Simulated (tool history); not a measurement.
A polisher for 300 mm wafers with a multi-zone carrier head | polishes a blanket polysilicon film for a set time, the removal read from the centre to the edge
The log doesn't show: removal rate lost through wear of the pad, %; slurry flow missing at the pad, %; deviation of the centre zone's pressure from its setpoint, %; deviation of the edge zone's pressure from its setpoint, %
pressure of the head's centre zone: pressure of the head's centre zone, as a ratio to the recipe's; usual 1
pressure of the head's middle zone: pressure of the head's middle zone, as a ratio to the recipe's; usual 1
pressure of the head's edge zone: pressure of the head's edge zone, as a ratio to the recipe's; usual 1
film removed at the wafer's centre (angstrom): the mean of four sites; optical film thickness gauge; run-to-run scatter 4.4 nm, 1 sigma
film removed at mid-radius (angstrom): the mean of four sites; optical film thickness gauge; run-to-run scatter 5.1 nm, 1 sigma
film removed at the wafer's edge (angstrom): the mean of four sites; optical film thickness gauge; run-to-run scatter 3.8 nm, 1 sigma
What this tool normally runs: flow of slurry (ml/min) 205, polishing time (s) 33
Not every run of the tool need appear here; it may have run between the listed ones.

| run | hour | flow of slurry (ml/min) | pressure of the head's centre zone | pressure of the head's middle zone | pressure of the head's edge zone | polishing time (s) | wafers since the last listed run | wafers polished on this pad | hours since the slurry nozzle was cleaned | hours since the centre zone pressure was calibrated | hours since the edge zone pressure was calibrated | hours since the carrier head's membrane was replaced | incoming thickness of the incoming film, nm | film removed at the wafer's centre (angstrom) | film removed at mid-radius (angstrom) | film removed at the wafer's edge (angstrom) |
|---|---|---|---|---|---|---|---|---|---|---|---|---|---|---|---|---|
| 1 | 0 | 205 | 1 | 1 | 1 | 33 | 0 | 1150 | 653.7 | 597.5 | 1183.9 | 1504.4 | 1245.3 | 3354 | 3322 | 3440 |
|  | 9.2 | edge zone pressure recalibrated |
|  | 23.8 | carrier head's membrane replaced by a new one |
| 2 | 25.3 | 205 | 1 | 1 | 1 | 33 | 225 | 1375 | 679 | 622.8 | 16.1 | 1.5 | 1256.8 | 3337 | 3295 | 3405 |
| 3 | 41.3 | 205 | 1 | 1 | 1 | 33 | 197 | 1573 | 695 | 638.8 | 32.1 | 17.5 | 1256.3 | 3279 | 3362 | 3310 |
| 4 | 54.2 | 205 | 1 | 1 | 1 | 33 | 159 | 1732 | 707.9 | 651.7 | 45 | 30.4 | 1245 | 3383 | 3286 | 3399 |
|  | 63.1 | worn pad replaced by a new one |
| 5 | 67.5 | 205 | 1 | 1 | 1 | 33 | 114 | 53 | 721.2 | 665 | 58.3 | 43.7 | 1237.8 | 3521 | 3494 | 3503 |
| 6 | 89.3 | 205 | 1 | 1 | 1 | 33 | 269 | 322 | 743 | 686.8 | 80.1 | 65.5 | 1240.5 | 3424 | 3425 | 3510 |
| 7 | 106.8 | 205 | 1 | 1 | 1.1 | 33 | 215 | 538 | 760.5 | 704.3 | 97.6 | 83 | 1240.3 | 3416 | 3416 | 3661 |
| 8 | 126.5 | 205 | 1 | 1 | 1.05 | 37 | 243 | 781 | 780.2 | 724 | 117.3 | 102.7 | 1246.2 | 3747 | 3803 | 3909 |
| 9 | 147.2 | 205 | 1.12 | 0.93 | 1 | 33 | 255 | 1037 | 800.9 | 744.7 | 138 | 123.4 | 1274.1 | 3759 | 3136 | 3354 |
| 10 | 159.7 | 235 | 1.09 | 1 | 1 | 33 | 154 | 1191 | 813.4 | 757.2 | 150.5 | 135.9 | 1241.4 | 3671 | 3454 | 3435 |
| 11 | 188.2 | 240 | 1 | 1.03 | 1 | 33 | 351 | 1543 | 841.9 | 785.7 | 179 | 164.4 | 1235.2 | 3354 | 3527 | 3407 |
|  | 217.7 | centre zone pressure recalibrated |
|  | 231 | worn pad replaced by a new one, of another model than before |
| 12 | 257.9 | 140 | 1 | 0.92 | 1 | 33 | 786 | 332 | 911.6 | 40.2 | 248.7 | 234.1 | 1231 | 3302 | 3109 | 3442 |
|  | 267.3 | slurry nozzle cleaned |
| 13 | 293.5 | 225 | 1 | 1 | 0.92 | 33 | 426 | 759 | 26.2 | 75.8 | 284.3 | 269.7 | 1267.2 | 3333 | 3387 | 3240 |
| 14 | 314.6 | 205 | 1 | 1 | 1 | 33 | 260 | 1019 | 47.3 | 96.9 | 305.4 | 290.8 | 1255.4 | 3295 | 3290 | 3305 |
| 15 | 339 | 205 | 1.12 | 1.08 | 1 | 33 | 301 | 1321 | 71.7 | 121.3 | 329.8 | 315.2 | 1263.9 | 3688 | 3522 | 3396 |
| 16 | 356.9 | 205 | 1 | 1 | 1 | 33 | 220 | 1541 | 89.6 | 139.2 | 347.7 | 333.1 | 1259.2 | 3261 | 3343 | 3330 |
| 17 | 379.6 | 205 | 0.9 | 0.92 | 1.04 | 44 | 280 | 1822 | 112.3 | 161.9 | 370.4 | 355.8 | 1257.7 | 3907 | 4276 | 4616 |
|  | 387 | worn pad replaced by a new one |
| 18 | 406.9 | 205 | 1 | 1 | 1 | 43 | 287 | 245 | 139.6 | 189.2 | 397.7 | 383.1 | 1241.5 | 4377 | 4454 | 4550 |
| 19 | 435.9 | 205 | 0.89 | 1.04 | 1 | 33 | 357 | 603 | 168.6 | 218.2 | 426.7 | 412.1 | 1250.6 | 2937 | 3446 | 3321 |
| 20 | 464.6 | 205 | 1 | 1 | 1 | 33 | 354 | 957 | 197.3 | 246.9 | 455.4 | 440.8 | 1249.6 | 3251 | 3362 | 3349 |
| 21 | 480.7 | 205 | 1 | 1 | 1 | 33 | 198 | 1156 | 213.4 | 263 | 471.5 | 456.9 | 1237.3 | 3292 | 3370 | 3404 |
| 22 | 500.2 | 205 | 1 | 0.88 | 1.04 | 33 | 240 | 1397 | 232.9 | 282.5 | 491 | 476.4 | 1245.5 | 3263 | 3091 | 3423 |

Below, some changes in film removed at the wafer's centre (angstrom) between adjacent runs. For each, the amount present without the hidden state too (settings, incoming material, random variation) and the amount remaining for the hidden state with gauge scatter not shared by both compared results:
Run 4 -> 5: worn pad replaced by a new one. film removed at the wafer's centre (angstrom) +138: hidden state +194, all else -56.
Run 16 -> 17: pressure of the head's centre zone 1 -> 0.9, pressure of the head's middle zone 1 -> 0.92, pressure of the head's edge zone 1 -> 1.04, polishing time (s) 33 -> 44. film removed at the wafer's centre (angstrom) +646: hidden state -51, all else +697.
Run 17 -> 18: pressure of the head's centre zone 0.9 -> 1, pressure of the head's middle zone 0.92 -> 1, pressure of the head's edge zone 1.04 -> 1, polishing time (s) 44 -> 43, worn pad replaced by a new one. film removed at the wafer's centre (angstrom) +470: hidden state +115, all else +355.
Run 18 -> 19: pressure of the head's centre zone 1 -> 0.89, pressure of the head's middle zone 1 -> 1.04, polishing time (s) 43 -> 33. film removed at the wafer's centre (angstrom) -1440: hidden state -6, all else -1434.
